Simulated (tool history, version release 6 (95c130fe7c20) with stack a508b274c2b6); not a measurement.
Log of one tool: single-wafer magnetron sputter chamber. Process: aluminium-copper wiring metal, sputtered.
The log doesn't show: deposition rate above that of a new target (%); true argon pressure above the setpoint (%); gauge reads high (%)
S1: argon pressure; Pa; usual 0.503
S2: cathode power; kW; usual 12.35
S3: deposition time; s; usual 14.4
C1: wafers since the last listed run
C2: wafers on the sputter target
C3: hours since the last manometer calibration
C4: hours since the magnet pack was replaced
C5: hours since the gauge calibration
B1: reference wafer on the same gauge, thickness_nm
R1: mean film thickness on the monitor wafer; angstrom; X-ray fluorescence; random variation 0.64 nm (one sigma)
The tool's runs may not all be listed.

| run | hour | S1 | S2 | S3 | C1 | C2 | C3 | C4 | C5 | B1 | R1 |
|---|---|---|---|---|---|---|---|---|---|---|---|
| 1 | 0 | 0.548 | 12.35 | 13.6 | 0 | 5458 | 2681 | 10263.4 | 367.1 | 262.933 | 2516.09 |
| 2 | 20.2 | 0.548 | 12.35 | 13.6 | 569 | 6027 | 2701.2 | 10283.6 | 387.3 | 263.128 | 2517.06 |
| 3 | 40 | 0.432 | 12.35 | 14.4 | 558 | 6585 | 2721 | 10303.4 | 407.1 | 263.165 | 2800.85 |
| 4 | 61 | 0.503 | 12.35 | 14.4 | 592 | 7178 | 2742 | 10324.4 | 428.1 | 263.053 | 2703.6 |
|  | 73.9 | sputter target and shields replaced |
| 5 | 91 | 0.503 | 12.35 | 14.4 | 620 | 482 | 2772 | 10354.4 | 458.1 | 263.04 | 2737.9 |
| 6 | 117.2 | 0.503 | 12.35 | 14.4 | 738 | 1221 | 2798.2 | 10380.6 | 484.3 | 262.93 | 2741.04 |
| 7 | 137 | 0.503 | 10.5 | 14.4 | 558 | 1779 | 2818 | 10400.4 | 504.1 | 262.971 | 2345.01 |
| 8 | 172.3 | 0.503 | 13.3 | 14.4 | 995 | 2774 | 2853.3 | 10435.7 | 539.4 | 262.79 | 2934.2 |
| 9 | 190.6 | 0.503 | 13.3 | 14.4 | 515 | 3290 | 2871.6 | 10454 | 557.7 | 263.039 | 2939.76 |
| 10 | 259.9 | 0.503 | 12.35 | 14.4 | 1953 | 5244 | 2940.9 | 10523.3 | 627 | 262.886 | 2718.85 |
| 11 | 273.1 | 0.503 | 12.35 | 14.4 | 372 | 5617 | 2954.1 | 10536.5 | 640.2 | 263.163 | 2721.17 |
|  | 305.5 | magnet pack replaced |
| 12 | 306 | 0.503 | 12.35 | 14.4 | 702 | 6319 | 2987 | 0.5 | 673.1 | 263.085 | 2709.83 |
| 13 | 328.7 | 0.503 | 11 | 14.4 | 640 | 6959 | 3009.7 | 23.2 | 695.8 | 262.932 | 2424.31 |
| 14 | 358.6 | 0.503 | 11 | 14.4 | 843 | 7802 | 3039.6 | 53.1 | 725.7 | 262.757 | 2424.74 |
|  | 367 | capacitance manometer re-zeroed and calibrated |
|  | 385.6 | gauge calibrated |
|  | 414.6 | sputter target and shields replaced |
| 15 | 415.1 | 0.503 | 13.8 | 14.4 | 1141 | 14 | 48.1 | 109.6 | 29.5 | 262.854 | 3036.92 |
| 16 | 439.5 | 0.503 | 13.8 | 14.4 | 687 | 702 | 72.5 | 134 | 53.9 | 263.03 | 3038.62 |
| 17 | 472.5 | 0.503 | 12.35 | 14.4 | 930 | 1632 | 105.5 | 167 | 86.9 | 263.007 | 2734.99 |
| 18 | 499.8 | 0.306 | 9.4 | 15.6 | 769 | 2402 | 132.8 | 194.3 | 114.2 | 262.956 | 2508.47 |
| 19 | 531.4 | 0.442 | 12.35 | 16.1 | 890 | 3293 | 164.4 | 225.9 | 145.8 | 262.951 | 3138.48 |
| 20 | 553.1 | 0.503 | 12.35 | 12.9 | 611 | 3905 | 186.1 | 247.6 | 167.5 | 263.139 | 2437.38 |
| 21 | 577.8 | 0.619 | 12.35 | 15.7 | 696 | 4601 | 210.8 | 272.3 | 192.2 | 262.865 | 2811.53 |
| 22 | 591.2 | 0.603 | 13.85 | 12.2 | 377 | 4979 | 224.2 | 285.7 | 205.6 | 263.114 | 2445.43 |
| 23 | 610.6 | 0.327 | 12.35 | 12 | 546 | 5526 | 243.6 | 305.1 | 225 | 263.166 | 2457.8 |
| 24 | 638.2 | 0.503 | 12.35 | 14.4 | 778 | 6304 | 271.2 | 332.7 | 252.6 | 262.865 | 2707.9 |
| 25 | 661.9 | 0.41 | 12.35 | 14.4 | 668 | 6972 | 294.9 | 356.4 | 276.3 | 262.974 | 2828.36 |
| 26 | 693.8 | 0.503 | 12.35 | 12.9 | 899 | 7872 | 326.8 | 388.3 | 308.2 | 262.795 | 2413.73 |
| 27 | 724.9 | 0.503 | 12.35 | 14.4 | 876 | 8749 | 357.9 | 419.4 | 339.3 | 262.926 | 2696.32 |
| 28 | 738.2 | 0.503 | 13.3 | 14.4 | 375 | 9124 | 371.2 | 432.7 | 352.6 | 263.108 | 2882.98 |
|  | 769.3 | sputter target and shields replaced |
| 29 | 769.8 | 0.548 | 12.35 | 13.6 | 665 | 14 | 402.8 | 464.3 | 384.2 | 263.098 | 2519.74 |
| 30 | 781.4 | 0.503 | 10.75 | 16.6 | 327 | 341 | 414.4 | 475.9 | 395.8 | 262.759 | 2757.4 |

The next listed run, before its measurement:
| 31 | 793.8 | 0.652 | 9.4 | 11.7 | 349 | 690 | 426.8 | 488.3 | 408.2 | ? | ? |

{"run 31": {"B1": 263.199, "R1": 1598.97}}
Without the tool's hidden state the same run would have given R1 1603.37 angstrom.
